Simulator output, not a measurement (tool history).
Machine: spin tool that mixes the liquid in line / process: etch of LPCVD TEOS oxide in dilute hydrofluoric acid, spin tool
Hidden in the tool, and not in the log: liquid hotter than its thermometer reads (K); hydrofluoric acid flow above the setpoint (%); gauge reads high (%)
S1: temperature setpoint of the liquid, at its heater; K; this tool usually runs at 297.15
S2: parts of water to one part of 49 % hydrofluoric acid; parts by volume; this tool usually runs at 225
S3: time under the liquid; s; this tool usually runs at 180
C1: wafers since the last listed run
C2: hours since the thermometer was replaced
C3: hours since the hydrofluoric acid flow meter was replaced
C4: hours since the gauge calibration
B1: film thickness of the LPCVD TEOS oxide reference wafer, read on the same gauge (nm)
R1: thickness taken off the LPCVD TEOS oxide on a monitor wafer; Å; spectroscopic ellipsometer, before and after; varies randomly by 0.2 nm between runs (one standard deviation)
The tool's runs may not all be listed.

run	hour	S1	S2	S3	C1	C2	C3	C4	B1	R1
1	0.0	297.15	225	180	0	942.8	42.3	873.5	112.52	322.5
2	91.5	297.15	225	180	578	1034.3	133.8	965.0	112.85	324.2
3	136.7	297.15	225	180	285	1079.5	179.0	1010.2	113.04	326.0
4	182.6	297.15	225	180	290	1125.4	224.9	1056.1	113.18	322.3
5	233.8	297.15	225	180	323	1176.6	276.1	1107.3	113.37	323.3
6	295.8	297.15	225	180	391	1238.6	338.1	1169.3	113.62	323.7
7	388.8	297.15	140	180	587	1331.6	431.1	1262.3	113.98	579.1
8	461.9	297.15	140	180	461	1404.7	504.2	1335.4	114.24	580.5
9	498.7	297.15	140	180	232	1441.5	541.0	1372.2	114.37	583.1
10	563.5	297.15	225	180	409	1506.3	605.8	1437.0	114.61	328.0
11	639.7	297.15	155	180	481	1582.5	682.0	1513.2	114.88	518.3
# hour 724.3: gauge calibrated
12	728.4	297.15	155	180	560	1671.2	770.7	4.1	110.43	498.3
# hour 743.7: thermometer replaced
13	819.5	297.15	225	180	569	75.8	861.8	95.2	110.77	318.8
14	891.2	292.65	305	100	453	147.5	933.5	166.9	111.01	102.7
15	953.6	298.65	265	105	394	209.9	995.9	229.3	111.27	159.6
16	1049.2	297.15	225	180	604	305.5	1091.5	324.9	111.63	321.9
17	1305.7	297.15	225	180	1620	562.0	1348.0	581.4	112.57	323.9
# hour 1310.4: hydrofluoric acid flow meter replaced
18	1386.4	295.65	175	90	503	642.7	76.0	662.1	112.85	207.6
19	1471.6	299.15	195	180	538	727.9	161.2	747.3	113.18	412.0
20	1535.0	297.15	225	255	400	791.3	224.6	810.7	113.44	459.9
21	1637.6	297.15	225	180	648	893.9	327.2	913.3	113.81	324.2
22	1685.5	297.15	260	180	302	941.8	375.1	961.2	114.00	273.6
23	1776.6	295.15	140	180	575	1032.9	466.2	1052.3	114.33	533.5
24	1870.3	297.15	225	180	592	1126.6	559.9	1146.0	114.68	326.6
25	1908.8	297.15	285	150	243	1165.1	598.4	1184.5	114.83	204.1
26	1960.7	300.15	225	180	327	1217.0	650.3	1236.4	115.01	363.9

Branching from run 26: 4 alternative next runs. What would each branch give?
A	1961.2	297.15	315	180	3	1217.5	650.8	1236.9	?	?
B	1961.2	297.15	225	215	3	1217.5	650.8	1236.9	?	?
C	1961.2	293.65	225	260	3	1217.5	650.8	1236.9	?	?
D	1961.2	293.65	225	100	3	1217.5	650.8	1236.9	?	?

run	B1	R1
A	115.02	216.9
B	115.02	396.9
C	115.02	421.5
D	115.02	162.1
With the hidden condition removed and each run's random variation left untouched, the same runs would have given:
run	R1
A	207.5
B	379.6
C	403.2
D	155.1

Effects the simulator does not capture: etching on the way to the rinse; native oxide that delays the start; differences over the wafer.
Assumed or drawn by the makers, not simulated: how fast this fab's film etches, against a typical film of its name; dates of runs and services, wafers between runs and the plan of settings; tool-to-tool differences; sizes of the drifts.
